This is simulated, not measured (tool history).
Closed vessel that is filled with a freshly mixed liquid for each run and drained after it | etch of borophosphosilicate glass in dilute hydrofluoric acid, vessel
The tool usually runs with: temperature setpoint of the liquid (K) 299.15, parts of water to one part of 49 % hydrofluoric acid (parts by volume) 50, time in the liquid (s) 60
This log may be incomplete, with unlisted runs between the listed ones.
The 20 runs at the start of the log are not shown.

| run | day | temperature setpoint of the liquid (K) | parts of water to one part of 49 % hydrofluoric acid (parts by volume) | time in the liquid (s) | wafers since the last listed run | hours since the thermometer was replaced | hours since the hydrofluoric acid flow meter was replaced | hours since the gauge calibration | read-back film thickness of the borophosphosilicate glass reference wafer, read on the same gauge (nm) | thickness taken off the borophosphosilicate glass on a monitor wafer (Å) |
|---|---|---|---|---|---|---|---|---|---|---|
| 21 | 42.792 | 302.65 | 65 | 60 | 5757 | 1031.6 | 273.8 | 784.8 | 110.01 | 556.1 |
| 22 | 48.679 | 303.65 | 70 | 85 | 11441 | 1172.9 | 415.1 | 926.1 | 109.96 | 736.5 |
| 23 | 49.892 | 297.15 | 50 | 60 | 2356 | 1202.0 | 444.2 | 955.2 | 109.99 | 589.2 |
| 24 | 51.988 | 301.65 | 50 | 60 | 4072 | 1252.3 | 494.5 | 1005.5 | 110.01 | 701.2 |
| 25 | 54.808 | 303.65 | 60 | 30 | 5481 | 1320.0 | 562.2 | 1073.2 | 110.04 | 313.8 |
|  | 54.938 | thermometer replaced |
| 26 | 55.979 | 295.15 | 60 | 60 | 2194 | 25.0 | 590.3 | 1101.3 | 110.01 | 439.7 |
| 27 | 56.992 | 299.15 | 45 | 60 | 1967 | 49.3 | 614.6 | 1125.6 | 109.98 | 714.6 |
| 28 | 59.854 | 300.65 | 40 | 60 | 5562 | 118.0 | 683.3 | 1194.3 | 110.01 | 847.4 |
| 29 | 61.404 | 299.15 | 50 | 60 | 3012 | 155.2 | 720.5 | 1231.5 | 109.98 | 632.4 |
| 30 | 62.517 | 299.15 | 50 | 40 | 2161 | 181.9 | 747.2 | 1258.2 | 109.93 | 425.8 |
| 31 | 64.612 | 299.15 | 65 | 60 | 4072 | 232.2 | 797.5 | 1308.5 | 110.00 | 477.8 |
| 32 | 67.167 | 299.15 | 35 | 40 | 4963 | 293.5 | 858.8 | 1369.8 | 110.06 | 617.7 |
|  | 71.079 | hydrofluoric acid flow meter replaced |
| 33 | 74.225 | 299.15 | 40 | 95 | 13635 | 462.9 | 75.5 | 1539.2 | 109.99 | 1282.3 |

Predict each of these 3 candidate next runs independently; none follows another, all start after run 33:
| A | 74.254 | 294.65 | 50 | 60 | 56 | 463.6 | 76.2 | 1539.9 | ? | ? |
| B | 74.254 | 296.15 | 65 | 60 | 56 | 463.6 | 76.2 | 1539.9 | ? | ? |
| C | 74.254 | 296.65 | 60 | 80 | 56 | 463.6 | 76.2 | 1539.9 | ? | ? |

| run | read-back film thickness of the borophosphosilicate glass reference wafer, read on the same gauge (nm) | thickness taken off the borophosphosilicate glass on a monitor wafer (Å) |
|---|---|---|
| A | 109.96 | 519.2 |
| B | 109.96 | 417.1 |
| C | 109.96 | 618.9 |
Had the tool no hidden state, the same runs would have come out as:
| run | thickness taken off the borophosphosilicate glass on a monitor wafer (Å) |
|---|---|
| A | 519.2 |
| B | 417.1 |
| C | 618.9 |

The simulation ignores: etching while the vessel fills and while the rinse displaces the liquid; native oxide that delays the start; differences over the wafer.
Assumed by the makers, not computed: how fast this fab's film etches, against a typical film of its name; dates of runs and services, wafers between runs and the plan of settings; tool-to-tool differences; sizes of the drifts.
